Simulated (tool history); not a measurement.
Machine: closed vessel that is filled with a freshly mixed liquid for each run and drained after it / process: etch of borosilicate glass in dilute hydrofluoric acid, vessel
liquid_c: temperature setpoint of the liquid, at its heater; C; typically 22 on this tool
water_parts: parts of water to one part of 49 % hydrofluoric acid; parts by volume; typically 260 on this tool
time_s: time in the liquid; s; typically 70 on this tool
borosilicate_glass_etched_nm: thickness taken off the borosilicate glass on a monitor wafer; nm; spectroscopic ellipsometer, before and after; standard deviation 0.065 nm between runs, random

run,hour,liquid_c,water_parts,time_s,"read-back film thickness of the borosilicate glass reference wafer, read on the same gauge (nm)",borosilicate_glass_etched_nm
1,0,22,260,70,56.38,8.11
2,62.9,22,260,70,56.29,8.29
3,119.8,22,260,70,56.23,8.09
4,195.6,22,260,70,56.15,8.17
5,250.8,22,260,70,56.13,8.23
6,337.5,22,260,70,56.05,8.2
7,496.9,22,260,70,55.97,8.06
8,578.6,22,195,70,55.89,11.57
9,653.2,22,160,45,55.88,9.26
10,732.5,22,160,45,55.83,9.3
11,808.4,22,160,45,55.8,9.54
12,872.2,22,260,70,55.81,8.17
13,909.8,22,260,70,55.79,8.1
14,1006.8,22,260,70,55.77,8.14
# hour 1047.1: gauge calibrated
15,1057.3,22,160,70,59.23,15.5
# hour 1152.8: thermometer replaced
16,1286.4,24.5,310,85,57.86,9
17,1381.1,24,300,80,57.44,8.51
# hour 1387.2: hydrofluoric acid flow meter replaced
18,1446.5,22,260,70,57.18,8.29
19,1483.2,25,260,70,56.99,9.23
20,1564.4,22,385,70,56.74,4.94
21,1656.9,22,260,70,56.47,8.2
22,1703.6,19,315,70,56.36,5.74
23,1779.8,19,260,70,56.17,7.31
24,1818.5,26.5,260,40,56.07,5.4
25,1908.1,22,260,70,55.9,8.08
26,1982.7,23.5,220,70,55.73,10.53
27,2028.1,18.5,340,40,55.66,2.86
28,2133.5,23.5,325,55,55.53,5.02
29,2226.3,17.5,190,70,55.41,9.89

3 options for the next run, each taken on its own from the tool as it stands now. Forecast them:
A,2227,22,260,70,?,?
B,2227,27,320,95,?,?
C,2227,23.5,360,100,?,?

run,"read-back film thickness of the borosilicate glass reference wafer, read on the same gauge (nm)",borosilicate_glass_etched_nm
A,55.4,8.09
B,55.4,9.99
C,55.4,8.01
With the hidden condition removed and each run's random variation left untouched, the same runs would have given:
run,borosilicate_glass_etched_nm
A,8.76
B,10.82
C,8.67

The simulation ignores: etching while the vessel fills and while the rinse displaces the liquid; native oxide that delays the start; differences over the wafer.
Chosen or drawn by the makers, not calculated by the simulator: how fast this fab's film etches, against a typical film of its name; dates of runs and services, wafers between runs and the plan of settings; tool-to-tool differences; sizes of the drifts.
